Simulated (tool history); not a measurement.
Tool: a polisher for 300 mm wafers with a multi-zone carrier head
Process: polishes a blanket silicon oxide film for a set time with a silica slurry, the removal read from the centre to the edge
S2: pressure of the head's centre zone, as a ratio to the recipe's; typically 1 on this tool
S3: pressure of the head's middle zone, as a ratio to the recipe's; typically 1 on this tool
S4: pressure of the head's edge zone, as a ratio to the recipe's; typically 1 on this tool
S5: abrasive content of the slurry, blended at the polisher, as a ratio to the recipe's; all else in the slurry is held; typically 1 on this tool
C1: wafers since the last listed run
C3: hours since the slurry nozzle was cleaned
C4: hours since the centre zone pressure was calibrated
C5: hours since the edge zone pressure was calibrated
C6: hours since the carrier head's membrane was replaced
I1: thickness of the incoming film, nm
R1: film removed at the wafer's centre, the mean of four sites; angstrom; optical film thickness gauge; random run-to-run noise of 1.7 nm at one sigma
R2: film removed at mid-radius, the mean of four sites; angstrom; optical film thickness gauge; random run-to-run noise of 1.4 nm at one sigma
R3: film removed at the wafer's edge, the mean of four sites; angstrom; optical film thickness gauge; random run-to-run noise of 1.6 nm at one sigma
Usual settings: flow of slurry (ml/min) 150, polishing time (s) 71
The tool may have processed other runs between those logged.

{"run": 1, "day": 0.0, "flow of slurry (ml/min)": 130, "S2": 1, "S3": 1, "S4": 1, "S5": 1, "polishing time (s)": 71, "C1": 0, "wafers polished on this pad": 2468, "C3": 110.2, "C4": 864.6, "C5": 254.6, "C6": 1319.2, "I1": 1854.5, "R1": 1764, "R2": 1824, "R3": 1871}
{"run": 2, "day": 2.1, "flow of slurry (ml/min)": 150, "S2": 1.1, "S3": 1, "S4": 1.06, "S5": 1.2, "polishing time (s)": 71, "C1": 555, "wafers polished on this pad": 3023, "C3": 160.6, "C4": 915, "C5": 305, "C6": 1369.6, "I1": 1823, "R1": 2195, "R2": 2071, "R3": 2111}
{"run": 3, "day": 4.133, "flow of slurry (ml/min)": 150, "S2": 1, "S3": 1, "S4": 1, "S5": 1, "polishing time (s)": 71, "C1": 537, "wafers polished on this pad": 3561, "C3": 209.4, "C4": 963.8, "C5": 353.8, "C6": 1418.4, "I1": 1832.4, "R1": 1791, "R2": 1847, "R3": 1868}
{"run": 4, "day": 5.292, "flow of slurry (ml/min)": 150, "S2": 1, "S3": 1, "S4": 1.11, "S5": 1, "polishing time (s)": 71, "C1": 306, "wafers polished on this pad": 3867, "C3": 237.2, "C4": 991.6, "C5": 381.6, "C6": 1446.2, "I1": 1850.2, "R1": 1770, "R2": 1809, "R3": 1928}
{"run": 5, "day": 7.371, "flow of slurry (ml/min)": 150, "S2": 1.08, "S3": 1.09, "S4": 0.91, "S5": 1, "polishing time (s)": 71, "C1": 549, "wafers polished on this pad": 4417, "C3": 287.1, "C4": 1041.5, "C5": 431.5, "C6": 1496.1, "I1": 1826, "R1": 1912, "R2": 1932, "R3": 1812}
{"day": 8.704, "done": "worn pad replaced by a new one"}
{"run": 6, "day": 10.046, "flow of slurry (ml/min)": 150, "S2": 1, "S3": 1, "S4": 0.94, "S5": 1, "polishing time (s)": 59, "C1": 663, "wafers polished on this pad": 355, "C3": 351.3, "C4": 1105.7, "C5": 495.7, "C6": 1560.3, "I1": 1811.9, "R1": 1430, "R2": 1489, "R3": 1503}
{"run": 7, "day": 11.438, "flow of slurry (ml/min)": 135, "S2": 1.06, "S3": 1, "S4": 1, "S5": 0.75, "polishing time (s)": 93, "C1": 367, "wafers polished on this pad": 723, "C3": 384.7, "C4": 1139.1, "C5": 529.1, "C6": 1593.7, "I1": 1828.9, "R1": 1860, "R2": 1839, "R3": 1915}
{"day": 12.642, "done": "centre zone pressure recalibrated"}
{"run": 8, "day": 13.092, "flow of slurry (ml/min)": 125, "S2": 1, "S3": 1.03, "S4": 1, "S5": 1, "polishing time (s)": 71, "C1": 415, "wafers polished on this pad": 1138, "C3": 424.4, "C4": 10.8, "C5": 568.8, "C6": 1633.4, "I1": 1817.7, "R1": 1608, "R2": 1739, "R3": 1777}
{"run": 9, "day": 15.333, "flow of slurry (ml/min)": 150, "S2": 1, "S3": 0.9, "S4": 1, "S5": 1.1, "polishing time (s)": 71, "C1": 592, "wafers polished on this pad": 1731, "C3": 478.2, "C4": 64.6, "C5": 622.6, "C6": 1687.2, "I1": 1850.6, "R1": 1817, "R2": 1729, "R3": 1941}
{"day": 17.242, "done": "carrier head's membrane replaced by a new one"}
{"run": 10, "day": 17.271, "flow of slurry (ml/min)": 150, "S2": 1, "S3": 0.94, "S4": 1.04, "S5": 1, "polishing time (s)": 71, "C1": 457, "wafers polished on this pad": 2188, "C3": 524.7, "C4": 111.1, "C5": 669.1, "C6": 0.7, "I1": 1787.9, "R1": 1720, "R2": 1684, "R3": 1857}
{"run": 11, "day": 18.604, "flow of slurry (ml/min)": 170, "S2": 1.12, "S3": 1, "S4": 0.9, "S5": 1, "polishing time (s)": 56, "C1": 352, "wafers polished on this pad": 2541, "C3": 556.7, "C4": 143.1, "C5": 701.1, "C6": 32.7, "I1": 1825.1, "R1": 1590, "R2": 1453, "R3": 1444}
{"day": 19.233, "done": "slurry nozzle cleaned"}
{"run": 12, "day": 19.8, "flow of slurry (ml/min)": 150, "S2": 1, "S3": 1, "S4": 1, "S5": 1, "polishing time (s)": 71, "C1": 305, "wafers polished on this pad": 2846, "C3": 13.6, "C4": 171.8, "C5": 729.8, "C6": 61.4, "I1": 1832.6, "R1": 1882, "R2": 1935, "R3": 1927}
{"run": 13, "day": 21.983, "flow of slurry (ml/min)": 150, "S2": 1, "S3": 1, "S4": 1, "S5": 1, "polishing time (s)": 64, "C1": 577, "wafers polished on this pad": 3423, "C3": 66, "C4": 224.2, "C5": 782.2, "C6": 113.8, "I1": 1827.7, "R1": 1673, "R2": 1727, "R3": 1714}
{"run": 14, "day": 23.567, "flow of slurry (ml/min)": 150, "S2": 1, "S3": 1, "S4": 1, "S5": 1, "polishing time (s)": 71, "C1": 418, "wafers polished on this pad": 3842, "C3": 104, "C4": 262.2, "C5": 820.2, "C6": 151.8, "I1": 1812.4, "R1": 1811, "R2": 1886, "R3": 1870}
{"run": 15, "day": 24.575, "flow of slurry (ml/min)": 150, "S2": 1.05, "S3": 1, "S4": 1, "S5": 1, "polishing time (s)": 71, "C1": 266, "wafers polished on this pad": 4108, "C3": 128.2, "C4": 286.4, "C5": 844.4, "C6": 176, "I1": 1807.6, "R1": 1895, "R2": 1866, "R3": 1863}
{"run": 16, "day": 26.992, "flow of slurry (ml/min)": 150, "S2": 1, "S3": 1, "S4": 1, "S5": 1.15, "polishing time (s)": 54, "C1": 639, "wafers polished on this pad": 4747, "C3": 186.2, "C4": 344.4, "C5": 902.4, "C6": 234, "I1": 1825.2, "R1": 1489, "R2": 1523, "R3": 1535}
{"day": 27.462, "done": "worn pad replaced by a new one"}
{"run": 17, "day": 28.75, "flow of slurry (ml/min)": 200, "S2": 0.95, "S3": 1.06, "S4": 1.04, "S5": 1, "polishing time (s)": 71, "C1": 420, "wafers polished on this pad": 340, "C3": 228.4, "C4": 386.6, "C5": 944.6, "C6": 276.2, "I1": 1830.5, "R1": 1816, "R2": 2036, "R3": 1974}
{"day": 31.467, "done": "edge zone pressure recalibrated"}
{"run": 18, "day": 34.058, "flow of slurry (ml/min)": 150, "S2": 1, "S3": 1, "S4": 1, "S5": 1, "polishing time (s)": 71, "C1": 1381, "wafers polished on this pad": 1722, "C3": 355.8, "C4": 514, "C5": 62.2, "C6": 403.6, "I1": 1792, "R1": 1732, "R2": 1771, "R3": 1828}
{"run": 19, "day": 35.646, "flow of slurry (ml/min)": 150, "S2": 1, "S3": 1, "S4": 1, "S5": 1, "polishing time (s)": 71, "C1": 419, "wafers polished on this pad": 2141, "C3": 393.9, "C4": 552.1, "C5": 100.3, "C6": 441.7, "I1": 1823.3, "R1": 1711, "R2": 1779, "R3": 1817}
{"run": 20, "day": 38.125, "flow of slurry (ml/min)": 150, "S2": 1, "S3": 1, "S4": 1, "S5": 1, "polishing time (s)": 55, "C1": 655, "wafers polished on this pad": 2797, "C3": 453.4, "C4": 611.6, "C5": 159.8, "C6": 501.2, "I1": 1810.4, "R1": 1299, "R2": 1377, "R3": 1414}
{"day": 39.933, "done": "slurry nozzle cleaned"}
{"run": 21, "day": 40.354, "flow of slurry (ml/min)": 150, "S2": 1, "S3": 0.96, "S4": 1, "S5": 1, "polishing time (s)": 49, "C1": 578, "wafers polished on this pad": 3375, "C3": 10.1, "C4": 665.1, "C5": 213.3, "C6": 554.7, "I1": 1817.6, "R1": 1330, "R2": 1273, "R3": 1328}
{"run": 22, "day": 41.654, "flow of slurry (ml/min)": 130, "S2": 1, "S3": 1.12, "S4": 1, "S5": 1.1, "polishing time (s)": 71, "C1": 343, "wafers polished on this pad": 3719, "C3": 41.3, "C4": 696.3, "C5": 244.5, "C6": 585.9, "I1": 1800.9, "R1": 1861, "R2": 2144, "R3": 1993}

Predict each of these 3 candidate next runs independently; none follows another, all start after run 22:
{"run": "A", "day": 41.671, "flow of slurry (ml/min)": 150, "S2": 1, "S3": 1, "S4": 1, "S5": 1, "polishing time (s)": 71, "C1": 4, "wafers polished on this pad": 3724, "C3": 41.7, "C4": 696.7, "C5": 244.9, "C6": 586.3, "I1": 1845.1, "R1": "?", "R2": "?", "R3": "?"}
{"run": "B", "day": 41.671, "flow of slurry (ml/min)": 150, "S2": 1, "S3": 1, "S4": 1.04, "S5": 1.1, "polishing time (s)": 65, "C1": 4, "wafers polished on this pad": 3724, "C3": 41.7, "C4": 696.7, "C5": 244.9, "C6": 586.3, "I1": 1845.1, "R1": "?", "R2": "?", "R3": "?"}
{"run": "C", "day": 41.671, "flow of slurry (ml/min)": 110, "S2": 1, "S3": 0.94, "S4": 1, "S5": 1, "polishing time (s)": 54, "C1": 4, "wafers polished on this pad": 3724, "C3": 41.7, "C4": 696.7, "C5": 244.9, "C6": 586.3, "I1": 1845.1, "R1": "?", "R2": "?", "R3": "?"}

run=A R1=1860 R2=1926 R3=1900
run=B R1=1801 R2=1864 R3=1859
run=C R1=1280 R2=1275 R3=1362
With no hidden state in the tool, these same runs would have given:
run=A R1=1907 R2=1969 R3=1930
run=B R1=1846 R2=1906 R3=1888
run=C R1=1326 R2=1314 R3=1391
